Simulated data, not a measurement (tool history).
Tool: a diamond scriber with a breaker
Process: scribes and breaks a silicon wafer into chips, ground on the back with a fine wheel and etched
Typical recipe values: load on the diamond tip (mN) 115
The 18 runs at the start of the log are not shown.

run	hour	load on the diamond tip (mN)	wafers since the last listed run	hours since the diamond tip was replaced	hours since the load on the tip was calibrated	incoming depth of the damage left on the back of the incoming wafer, um	depth of the median crack under the scribed line (µm)	chips rejected at inspection after the break (%)
# hour 1264.7: diamond tip replaced by a new one
19	1283.9	134	132	19.2	227.6	0.46	17.33	1.33
20	1379.9	131	202	115.2	323.6	0.57	16.38	1.17
21	1419.3	130	83	154.6	363.0	0.47	15.33	1.54
22	1466.7	115	100	202.0	410.4	0.36	14.93	4.04
23	1534.3	84	142	269.6	478.0	0.47	12.85	16.26
24	1602.7	115	144	338.0	546.4	0.56	14.16	6.49
25	1699.1	89	203	434.4	642.8	0.44	12.78	18.93
26	1751.5	115	110	486.8	695.2	0.62	13.90	8.32
27	1853.2	147	214	588.5	796.9	0.51	15.15	2.68
28	1902.7	136	104	638.0	846.4	0.40	14.73	4.95
29	1950.6	115	101	685.9	894.3	0.43	13.49	10.58
30	2034.2	141	176	769.5	977.9	0.45	14.59	4.76
31	2119.5	128	180	854.8	1063.2	0.54	13.88	7.36
# hour 2261.9: load on the tip recalibrated
# hour 2275.1: diamond tip replaced by a new one
32	2350.4	104	479	75.3	88.5	0.67	15.38	2.66
33	2441.5	93	192	166.4	179.6	0.44	13.98	7.13
34	2487.3	142	96	212.2	225.4	0.70	16.03	1.16
35	2526.4	115	82	251.3	264.5	0.47	15.07	3.85
36	2584.0	85	121	308.9	322.1	0.50	12.87	13.50

Predict the results of run 37:
37	2738.3	125	325	463.2	476.4	0.38	?	?

Run 37 gave depth of the median crack under the scribed line (µm) 14.50, chips rejected at inspection after the break (%) 4.38.
Had the tool carried no hidden state, the very same run would have given depth of the median crack under the scribed line (µm) 16.90, chips rejected at inspection after the break (%) 1.51.
